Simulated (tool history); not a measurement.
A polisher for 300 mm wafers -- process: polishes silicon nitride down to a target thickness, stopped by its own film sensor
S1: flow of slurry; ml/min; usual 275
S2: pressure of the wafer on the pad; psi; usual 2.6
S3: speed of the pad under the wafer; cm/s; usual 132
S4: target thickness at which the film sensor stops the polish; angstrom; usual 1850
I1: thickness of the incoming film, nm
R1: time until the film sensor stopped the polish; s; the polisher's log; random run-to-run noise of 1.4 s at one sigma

Run 1, hour 0: usual settings but S4 2050 angstrom; I1 414. Result: R1 114.5 s.
At hour 21: worn pad replaced by a new one.
Run 2, hour 100.1: usual settings but S4 2050 angstrom; I1 406.8. Result: R1 112 s.
Run 3, hour 125.9: usual settings but S2 3 psi; I1 407.8. Result: R1 109.9 s.
Run 4, hour 143.6: usual settings but S2 3 psi; I1 410.1. Result: R1 113 s.
Run 5, hour 156.6: usual settings but S2 3 psi; I1 416.6. Result: R1 116 s.
Run 6, hour 185.7: usual settings; I1 413.7. Result: R1 126.5 s.
Run 7, hour 200.7: usual settings; I1 407.2. Result: R1 121.7 s.
At hour 210.6: head pressure recalibrated.
At hour 213.7: slurry nozzle cleaned.
At hour 214.7: worn pad replaced by a new one.
Run 8, hour 216.3: usual settings but S1 220 ml/min, S3 88 cm/s, S4 2150 angstrom; I1 408.8. Result: R1 144.5 s.
Run 9, hour 233.8: usual settings but S2 3.4 psi, S3 158 cm/s; I1 415.3. Result: R1 91.4 s.
Run 10, hour 261.5: usual settings but S1 315 ml/min, S4 2510 angstrom; I1 411.2. Result: R1 88.1 s.
Run 11, hour 276.8: usual settings; I1 405.1. Result: R1 120.3 s.
Run 12, hour 309.7: usual settings but S2 2.9 psi; I1 410.4. Result: R1 115.7 s.
Run 13, hour 335.9: usual settings but S3 168 cm/s; I1 417.9. Result: R1 109.1 s.
Run 14, hour 364.1: usual settings but S4 2050 angstrom; I1 408.3. Result: R1 112 s.

List, for all runs, the conditions of the tool that the log does not record:
removal rate lost through wear of the pad, %: 0 across all the runs
slurry flow missing at the pad, %: 0 across all the runs
deviation of the head's pressure from its setpoint, %: 0 across all the runs

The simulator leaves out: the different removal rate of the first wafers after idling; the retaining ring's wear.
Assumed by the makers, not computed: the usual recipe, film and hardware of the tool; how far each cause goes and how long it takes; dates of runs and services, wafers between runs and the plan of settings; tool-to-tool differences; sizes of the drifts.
